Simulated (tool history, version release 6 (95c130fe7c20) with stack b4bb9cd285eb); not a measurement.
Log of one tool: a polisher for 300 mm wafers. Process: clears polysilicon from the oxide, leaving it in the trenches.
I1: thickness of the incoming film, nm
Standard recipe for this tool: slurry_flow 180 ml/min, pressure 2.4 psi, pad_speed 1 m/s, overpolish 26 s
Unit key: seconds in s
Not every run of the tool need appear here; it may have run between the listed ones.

{"run": 1, "day": 0.0, "slurry_flow": 180, "pressure": 2.4, "pad_speed": 1, "overpolish": 26, "I1": 328.7, "seconds": 26.9}
{"run": 2, "day": 0.571, "slurry_flow": 180, "pressure": 2.4, "pad_speed": 1, "overpolish": 26, "I1": 325.1, "seconds": 26.8}
{"day": 1.008, "done": "worn pad replaced by a new one"}
{"run": 3, "day": 1.029, "slurry_flow": 180, "pressure": 2.4, "pad_speed": 1, "overpolish": 26, "I1": 326.8, "seconds": 23.6}
{"run": 4, "day": 1.575, "slurry_flow": 180, "pressure": 2.4, "pad_speed": 0.8, "overpolish": 19, "I1": 325.8, "seconds": 30.8}
{"run": 5, "day": 1.912, "slurry_flow": 180, "pressure": 2.4, "pad_speed": 0.8, "overpolish": 19, "I1": 330.2, "seconds": 31.4}
{"run": 6, "day": 2.246, "slurry_flow": 180, "pressure": 2.4, "pad_speed": 1, "overpolish": 26, "I1": 329.9, "seconds": 25.7}
{"run": 7, "day": 2.5, "slurry_flow": 180, "pressure": 2.4, "pad_speed": 1, "overpolish": 26, "I1": 325.7, "seconds": 25.1}
{"run": 8, "day": 3.167, "slurry_flow": 180, "pressure": 2.4, "pad_speed": 1, "overpolish": 26, "I1": 324.2, "seconds": 25.2}
{"run": 9, "day": 3.446, "slurry_flow": 180, "pressure": 2.4, "pad_speed": 1, "overpolish": 26, "I1": 325.1, "seconds": 26.4}
{"run": 10, "day": 3.762, "slurry_flow": 180, "pressure": 2.4, "pad_speed": 1, "overpolish": 26, "I1": 334.6, "seconds": 27.4}
{"day": 4.112, "done": "worn pad replaced by a new one"}
{"day": 5.479, "done": "head pressure recalibrated"}
{"run": 11, "day": 5.729, "slurry_flow": 180, "pressure": 2.4, "pad_speed": 1, "overpolish": 26, "I1": 326.7, "seconds": 25.7}
{"run": 12, "day": 6.183, "slurry_flow": 180, "pressure": 2.4, "pad_speed": 1, "overpolish": 26, "I1": 331.6, "seconds": 25.6}
{"run": 13, "day": 6.754, "slurry_flow": 135, "pressure": 2.4, "pad_speed": 0.76, "overpolish": 19, "I1": 325.6, "seconds": 36}
{"day": 7.546, "done": "worn pad replaced by a new one"}
{"run": 14, "day": 7.567, "slurry_flow": 180, "pressure": 2.4, "pad_speed": 1, "overpolish": 26, "I1": 332.3, "seconds": 24}
{"run": 15, "day": 9.112, "slurry_flow": 180, "pressure": 1.7, "pad_speed": 0.72, "overpolish": 17, "I1": 327.1, "seconds": 45.7}
{"run": 16, "day": 9.65, "slurry_flow": 180, "pressure": 2, "pad_speed": 1, "overpolish": 26, "I1": 336, "seconds": 30}
{"run": 17, "day": 9.95, "slurry_flow": 180, "pressure": 2.4, "pad_speed": 1, "overpolish": 26, "I1": 327.7, "seconds": 26.2}
{"day": 10.125, "done": "slurry nozzle cleaned"}
{"run": 18, "day": 10.654, "slurry_flow": 180, "pressure": 2.4, "pad_speed": 1.12, "overpolish": 36, "I1": 333, "seconds": 24.1}
{"day": 11.088, "done": "worn pad replaced by a new one"}
{"run": 19, "day": 11.317, "slurry_flow": 180, "pressure": 2.4, "pad_speed": 0.8, "overpolish": 26, "I1": 333, "seconds": 30.3}
{"run": 20, "day": 11.65, "slurry_flow": 180, "pressure": 2.4, "pad_speed": 1, "overpolish": 36, "I1": 327.2, "seconds": 24.8}
{"run": 21, "day": 11.904, "slurry_flow": 205, "pressure": 2.1, "pad_speed": 0.74, "overpolish": 37, "I1": 328.1, "seconds": 36.3}
{"run": 22, "day": 12.233, "slurry_flow": 180, "pressure": 2.4, "pad_speed": 1, "overpolish": 26, "I1": 333, "seconds": 25.2}
{"run": 23, "day": 12.721, "slurry_flow": 180, "pressure": 2.8, "pad_speed": 0.82, "overpolish": 19, "I1": 328.2, "seconds": 27.3}
{"run": 24, "day": 13.204, "slurry_flow": 180, "pressure": 1.8, "pad_speed": 1, "overpolish": 26, "I1": 333, "seconds": 32.8}

Predict each of these 4 candidate next runs independently; none follows another, all start after run 24:
{"run": "A", "day": 13.221, "slurry_flow": 180, "pressure": 2.4, "pad_speed": 1, "overpolish": 26, "I1": 326.5, "seconds": "?"}
{"run": "B", "day": 13.221, "slurry_flow": 180, "pressure": 2.4, "pad_speed": 1.16, "overpolish": 26, "I1": 326.5, "seconds": "?"}
{"run": "C", "day": 13.221, "slurry_flow": 180, "pressure": 2.4, "pad_speed": 0.82, "overpolish": 30, "I1": 326.5, "seconds": "?"}
{"run": "D", "day": 13.221, "slurry_flow": 155, "pressure": 3.1, "pad_speed": 1.1, "overpolish": 26, "I1": 326.5, "seconds": "?"}

run=A seconds=25.4
run=B seconds=21.9
run=C seconds=31
run=D seconds=18.9
Stripped of hidden state, with their random variation kept, the same runs would have yielded:
run=A seconds=23.4
run=B seconds=20.2
run=C seconds=28.6
run=D seconds=17.4
